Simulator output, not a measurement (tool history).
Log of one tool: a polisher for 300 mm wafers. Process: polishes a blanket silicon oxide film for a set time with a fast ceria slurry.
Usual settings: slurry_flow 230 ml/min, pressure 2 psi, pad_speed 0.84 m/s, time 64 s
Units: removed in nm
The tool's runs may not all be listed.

| run | hour | slurry_flow | pressure | pad_speed | time | incoming thickness of the incoming film, nm | removed |
|---|---|---|---|---|---|---|---|
| 1 | 0 | 230 | 2 | 0.84 | 64 | 2472.3 | 710.1 |
|  | 0.9 | worn pad replaced by a new one |
| 2 | 32.2 | 230 | 2 | 0.84 | 64 | 2534.5 | 712.8 |
| 3 | 82.1 | 230 | 2 | 0.84 | 64 | 2522.7 | 714.3 |
| 4 | 101.9 | 230 | 2 | 0.84 | 64 | 2515.3 | 714.4 |
|  | 120.8 | worn pad replaced by a new one |
| 5 | 138.5 | 230 | 2 | 0.84 | 64 | 2492.2 | 713.8 |
|  | 172.1 | head pressure recalibrated |
| 6 | 172.6 | 230 | 2 | 0.84 | 64 | 2543.4 | 687 |
| 7 | 194.8 | 285 | 2.3 | 0.84 | 64 | 2541.2 | 757.8 |
| 8 | 210.8 | 285 | 2.3 | 0.84 | 64 | 2497.5 | 757 |
| 9 | 239.6 | 230 | 2.6 | 1 | 84 | 2535.9 | 1254.2 |
| 10 | 254.2 | 230 | 2 | 0.84 | 74 | 2498.8 | 775.8 |
|  | 259.1 | head pressure recalibrated, repeated, since the last time left the tool worse |
|  | 263.2 | slurry nozzle cleaned |
|  | 265.9 | worn pad replaced by a new one |
| 11 | 288.2 | 230 | 2 | 0.84 | 64 | 2499.7 | 747.1 |

The next listed run, before its measurement:
| 12 | 302.5 | 230 | 2.5 | 1.02 | 64 | 2510.2 | ? |

Run 12 gave removed 1042.2 nm.
Without the tool's hidden state the same run would have given removed 1047.9 nm.
